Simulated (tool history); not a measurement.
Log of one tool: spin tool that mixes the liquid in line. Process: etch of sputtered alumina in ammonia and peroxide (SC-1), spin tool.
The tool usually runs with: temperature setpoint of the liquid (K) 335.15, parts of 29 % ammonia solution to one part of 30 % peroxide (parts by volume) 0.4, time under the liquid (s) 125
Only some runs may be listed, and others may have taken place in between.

run,day,temperature setpoint of the liquid (K),parts of 29 % ammonia solution to one part of 30 % peroxide (parts by volume),time under the liquid (s),wafers since the last listed run,hours since the thermometer was replaced,hours since the ammonia flow meter was replaced,hours since the heated supply line was repaired,hours since the drum of ammonia solution was connected,hours since the gauge calibration,"read-back film thickness of the sputtered alumina reference wafer, read on the same gauge (nm)",thickness taken off the sputtered alumina on a monitor wafer (angstrom)
1,0,335.15,0.3,125,0,1962.7,1780.6,2305.4,228.9,93.1,149.95,101.8
2,0.962,335.15,0.4,125,109,1985.8,1803.7,2328.5,252,116.2,150.03,104.7
3,1.633,335.15,0.4,125,76,2001.9,1819.8,2344.6,268.1,132.3,150,104.4
4,1.962,335.15,0.4,125,37,2009.8,1827.7,2352.5,276,140.2,150.04,104.5
5,2.404,337.65,0.4,180,50,2020.4,1838.3,2363.1,286.6,150.8,150.02,170.8
6,3.138,337.65,0.4,180,83,2038,1855.9,2380.7,304.2,168.4,150.02,171
# day 3.425: new drum of ammonia solution connected
7,3.596,335.15,0.4,125,47,2049,1866.9,2391.7,4.1,179.4,150.01,104.7
8,4.092,343.15,0.25,70,56,2060.9,1878.8,2403.6,16,191.3,149.97,82.4
# day 4.183: ammonia flow meter replaced
# day 4.371: thermometer replaced
9,4.796,335.15,0.4,125,70,10.2,14.7,2420.5,32.9,208.2,149.99,93.8
10,5.054,335.15,0.4,125,29,16.4,20.9,2426.7,39.1,214.4,150,93.9
# day 5.196: heated supply line repaired
11,5.429,343.15,0.25,70,38,25.4,29.9,5.6,48.1,223.4,150.02,74.4
# day 5.438: gauge calibrated
12,6.021,335.15,0.55,190,67,39.6,44.1,19.8,62.3,14,150.02,148
13,6.583,335.15,0.2,70,64,53.1,57.6,33.3,75.8,27.5,150.04,49.3
14,6.929,331.65,0.4,65,39,61.4,65.9,41.6,84.1,35.8,150.01,40.9
15,7.596,330.65,0.55,125,76,77.4,81.9,57.6,100.1,51.8,149.98,77.5

Selected run-to-run steps in thickness taken off the sputtered alumina on a monitor wafer (angstrom), each split into two signed amounts: the part the tool would show with no hidden state at all (from settings, incoming material and random variation), and the remainder, which goes to the hidden state together with any gauge scatter not common to the measured and the hidden-state-free results:
The hidden state here: liquid hotter than its thermometer reads (K); ammonia flow below the setpoint (%); temperature lost on the way to the wafer (K); ammonia solution weaker than its label (%); gauge reads high (%).
Run 4 -> 5: temperature setpoint of the liquid (K) 335.15 -> 337.65, time under the liquid (s) 125 -> 180. thickness taken off the sputtered alumina on a monitor wafer (angstrom) +66.3: hidden state +7.7, all else +58.6.
Run 12 -> 13: parts of 29 % ammonia solution to one part of 30 % peroxide (parts by volume) 0.55 -> 0.2, time under the liquid (s) 190 -> 70. thickness taken off the sputtered alumina on a monitor wafer (angstrom) -98.7: hidden state -2.2, all else -96.5.

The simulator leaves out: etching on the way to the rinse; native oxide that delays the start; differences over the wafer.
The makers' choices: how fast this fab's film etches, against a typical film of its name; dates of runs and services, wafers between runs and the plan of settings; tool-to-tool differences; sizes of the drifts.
